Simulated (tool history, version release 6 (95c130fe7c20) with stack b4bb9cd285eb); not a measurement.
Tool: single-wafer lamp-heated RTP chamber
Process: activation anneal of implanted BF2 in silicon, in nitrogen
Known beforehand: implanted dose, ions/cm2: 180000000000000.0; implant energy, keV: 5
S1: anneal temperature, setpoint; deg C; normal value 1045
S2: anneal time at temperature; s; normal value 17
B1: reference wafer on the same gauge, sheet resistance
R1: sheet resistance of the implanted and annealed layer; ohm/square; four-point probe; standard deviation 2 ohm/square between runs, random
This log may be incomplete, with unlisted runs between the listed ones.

{"run": 1, "day": 0.0, "S1": 1038, "S2": 17, "B1": 1000.78, "R1": 850.59}
{"day": 0.754, "done": "reflector plate cleaned"}
{"run": 2, "day": 1.788, "S1": 1045, "S2": 17, "B1": 1001.35, "R1": 846.13}
{"day": 2.454, "done": "pyrometer window cleaned and pyrometer calibrated"}
{"run": 3, "day": 3.988, "S1": 1045, "S2": 17, "B1": 1001.15, "R1": 849.16}
{"run": 4, "day": 6.033, "S1": 1031, "S2": 17, "B1": 1000.57, "R1": 860.03}
{"day": 7.712, "done": "pyrometer window cleaned and pyrometer calibrated"}
{"run": 5, "day": 8.254, "S1": 1045, "S2": 17, "B1": 1002.07, "R1": 844.34}
{"run": 6, "day": 10.308, "S1": 1045, "S2": 17, "B1": 1000.45, "R1": 844.39}
{"day": 10.692, "done": "reflector plate cleaned"}
{"run": 7, "day": 11.379, "S1": 1045, "S2": 17, "B1": 1001.21, "R1": 847.54}
{"run": 8, "day": 12.392, "S1": 1066, "S2": 11, "B1": 1000.65, "R1": 842.89}
{"day": 13.875, "done": "pyrometer window cleaned and pyrometer calibrated"}
{"day": 14.288, "done": "gauge calibrated"}
{"run": 9, "day": 14.733, "S1": 1021, "S2": 24, "B1": 1001.17, "R1": 868.01}
{"run": 10, "day": 15.95, "S1": 1031, "S2": 21, "B1": 999.91, "R1": 856.95}
{"run": 11, "day": 18.688, "S1": 1030, "S2": 17, "B1": 1000.74, "R1": 852.43}
{"day": 19.712, "done": "pyrometer window cleaned and pyrometer calibrated"}
{"run": 12, "day": 20.704, "S1": 1074, "S2": 17, "B1": 1001.41, "R1": 819.15}
{"day": 22.704, "done": "reflector plate cleaned"}
{"run": 13, "day": 22.725, "S1": 1045, "S2": 8, "B1": 1001.42, "R1": 888.08}
{"run": 14, "day": 24.633, "S1": 1018, "S2": 22, "B1": 1000.48, "R1": 867.26}
{"day": 25.038, "done": "pyrometer window cleaned and pyrometer calibrated"}
{"run": 15, "day": 27.196, "S1": 1045, "S2": 17, "B1": 1001.07, "R1": 852.03}

What if the next run were any one of these 3? Each begins from the tool's condition after run 15:
{"run": "A", "day": 27.212, "S1": 1045, "S2": 17, "B1": "?", "R1": "?"}
{"run": "B", "day": 27.212, "S1": 1026, "S2": 24, "B1": "?", "R1": "?"}
{"run": "C", "day": 27.212, "S1": 1054, "S2": 17, "B1": "?", "R1": "?"}

run=A B1=1001.32 R1=849.08
run=B B1=1001.32 R1=857.08
run=C B1=1001.32 R1=839.36
With the hidden condition removed and each run's random variation left untouched, the same runs would have given:
run=A R1=856.50
run=B R1=866.56
run=C R1=845.51

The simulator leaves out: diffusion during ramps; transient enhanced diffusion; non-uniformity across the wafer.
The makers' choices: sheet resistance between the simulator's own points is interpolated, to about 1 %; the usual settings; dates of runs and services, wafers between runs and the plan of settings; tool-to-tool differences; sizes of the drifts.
